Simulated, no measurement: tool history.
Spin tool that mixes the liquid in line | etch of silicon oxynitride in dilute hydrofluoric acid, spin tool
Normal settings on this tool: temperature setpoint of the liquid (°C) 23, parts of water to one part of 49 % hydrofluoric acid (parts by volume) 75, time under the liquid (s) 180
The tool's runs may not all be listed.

run,hour,temperature setpoint of the liquid (°C),parts of water to one part of 49 % hydrofluoric acid (parts by volume),time under the liquid (s),"read-back film thickness of the silicon oxynitride reference wafer, read on the same gauge (nm)",thickness taken off the silicon oxynitride on a monitor wafer (Å)
1,0,23,75,180,39.98,100.7
2,12,23,105,220,39.98,86.5
3,19.4,23,105,220,39.98,85.3
4,26,23,105,220,40.05,85.7
5,37.8,23,75,180,40,100.8
6,53.3,23,75,180,39.96,100.5
7,63.4,23,75,180,40.02,101.1
8,71.8,23,75,180,40.03,99.6
9,88.7,23,75,180,40.01,100.2
# hour 96.5: hydrofluoric acid flow meter replaced
10,103.8,23,75,180,40,100
11,118.2,23,75,180,39.96,100.3
# hour 124.1: thermometer replaced
12,134.6,23,75,180,39.98,99.4
13,141.6,20,75,90,40,43.3
14,159.2,19,90,125,39.99,46.9
15,172.8,21,75,180,40,91.7
# hour 180.2: gauge calibrated
16,185.8,27.5,75,100,39.97,68.5
17,196.4,24.5,45,180,39.97,184.2
18,214,23,75,180,40,100.5
19,228.3,23,75,180,40,100.2
20,238.8,26.5,45,130,40,144.6
21,256.7,23,75,180,39.99,100.3
22,271,24.5,75,275,40.03,163.4
23,286.2,23,75,180,40,101.1
24,294.5,21.5,95,220,40.01,88.4

What if the next run were any one of these 3? Each begins from the tool's condition after run 24:
A,295,23,75,180,?,?
B,295,23,100,180,?,?
C,295,23,90,180,?,?

run,"read-back film thickness of the silicon oxynitride reference wafer, read on the same gauge (nm)",thickness taken off the silicon oxynitride on a monitor wafer (Å)
A,39.98,99.1
B,39.98,72.9
C,39.98,81.6
Stripped of hidden state, with their random variation kept, the same runs would have yielded:
run,thickness taken off the silicon oxynitride on a monitor wafer (Å)
A,99.1
B,72.9
C,81.6
